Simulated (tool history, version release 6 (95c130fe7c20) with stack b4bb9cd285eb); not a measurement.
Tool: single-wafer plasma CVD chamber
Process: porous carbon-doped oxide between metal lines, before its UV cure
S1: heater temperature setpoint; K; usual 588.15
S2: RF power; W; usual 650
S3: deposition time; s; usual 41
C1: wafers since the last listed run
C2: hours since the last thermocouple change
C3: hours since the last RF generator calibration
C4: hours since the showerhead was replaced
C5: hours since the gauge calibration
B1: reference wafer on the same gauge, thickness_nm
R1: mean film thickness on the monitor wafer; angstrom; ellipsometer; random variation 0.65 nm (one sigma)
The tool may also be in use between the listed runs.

run     day      S1   S2    S3    C1      C2      C3      C4     C5       B1       R1
  1       0  588.15  615    43     0  1477.5  1982.6  8493.9  504.7  263.966  2351.91
  2   0.438  588.15  615    43   300    1488  1993.1  8504.4  515.2  264.035  2340.16
  3       1  588.15  650    41   385  1501.5  2006.6  8517.9  528.7  263.965  2340.71
  4   1.738  588.15  650    41   506  1519.2  2024.3  8535.6  546.4  263.872  2334.28
  5   2.038  588.15  650    41   205  1526.4  2031.5  8542.8  553.6  264.235  2330.68
  6   2.492  588.15  735    41   311  1537.3  2042.4  8553.7  564.5  264.074  2581.91
      3.267  -- showerhead replaced
  7   3.288  588.15  650    41   317  1556.4  2061.5     0.5  583.6  264.128  2335.61
  8   3.775  598.15  650    41   334  1568.1  2073.2    12.2  595.3  263.967  2243.38
        4.7  -- thermocouple changed; heater temperature recalibrated
  9   4.721  598.15  650    41   420     0.5  2095.9    34.9    618  264.008  2296.39
 10   5.158  588.15  650    41   300      11  2106.4    45.4  628.5  263.998  2416.77
 11   5.879  583.15  650    41   494    28.3  2123.7    62.7  645.8  263.994  2469.24
 12   6.175  588.15  650    41   202    35.4  2130.8    69.8  652.9  264.063  2409.85
 13   6.696  601.15  585  33.7   357    47.9  2143.3    82.3  665.4  264.061  1703.68
 14   7.133  588.15  650    41   300    58.4  2153.8    92.8  675.9  264.053  2402.44
        7.7  -- gauge calibrated
      7.792  -- RF generator calibrated
 15   7.812  576.15  540  46.9   237    74.7     0.5   109.1    2.7  264.012  2654.47
 16   8.088  575.15  715  34.2   188    81.3     7.1   115.7    9.3  264.093   2476.2
 17   8.667  583.15  650    41   397    95.2      21   129.6   23.2  264.014  2605.62
 18  10.021  583.15  650  48.2   929   127.7    53.5   162.1   55.7  264.061  3067.79
 19  10.554  588.15  650    41   365   140.5    66.3   174.9   68.5  264.028  2547.88
 20  11.083  599.15  705    41   363   153.2      79   187.6   81.2  264.059  2577.04
 21  11.433  577.15  555  38.8   240   161.6    87.4     196   89.6  264.143  2213.12
 22  11.754  588.15  560  45.5   220   169.3    95.1   203.7   97.3  264.013   2474.4
 23  12.096  588.15  650    41   234   177.5   103.3   211.9  105.5  263.816  2534.83
 24  12.808  588.15  755    41   488   194.6   120.4     229  122.6  263.935  2839.14
 25  13.454  588.15  650    41   443   210.1   135.9   244.5  138.1  264.109  2516.31
 26  14.012  588.15  650  46.1   383   223.5   149.3   257.9  151.5  263.765  2816.59
 27  14.375  588.15  690  43.7   248   232.2     158   266.6  160.2  263.825  2825.16
 28  14.975  602.15  720  38.5   411   246.6   172.4     281  174.6  263.852  2400.92
 29  15.371  588.15  650    41   271   256.1   181.9   290.5  184.1  264.097   2515.2
 30  17.433  588.15  650    41  1415   305.6   231.4     340  233.6   263.96  2507.03
 31  19.579  588.15  650  38.1  1472   357.1   282.9   391.5  285.1  263.936  2318.74
 32  20.133  601.15  650  35.2   380   370.4   296.2   404.8  298.4  263.866  2019.27
 33  20.429  596.15  700    41   202   377.5   303.3   411.9  305.5   263.97  2541.54
 34  20.804  588.15  650  34.5   257   386.5   312.3   420.9  314.5  263.976  2101.95
 35  21.425  588.15  550    41   425   401.4   327.2   435.8  329.4  263.908  2153.81

3 ways to go on from here, each from the tool as it stands after run 35. What would each give?
  A  21.442  588.15  650    41  11  401.8  327.6  436.2  329.8   ?   ?
  B  21.442  599.15  555  33.5  11  401.8  327.6  436.2  329.8   ?   ?
  C  21.442  600.15  650  36.8  11  401.8  327.6  436.2  329.8   ?   ?

run       B1       R1
  A  263.956   2475.4
  B  263.956  1686.86
  C  263.956  2103.06
Without the tool's hidden state the same runs would have given:
run       R1
  A  2561.42
  B  1745.74
  C  2175.19
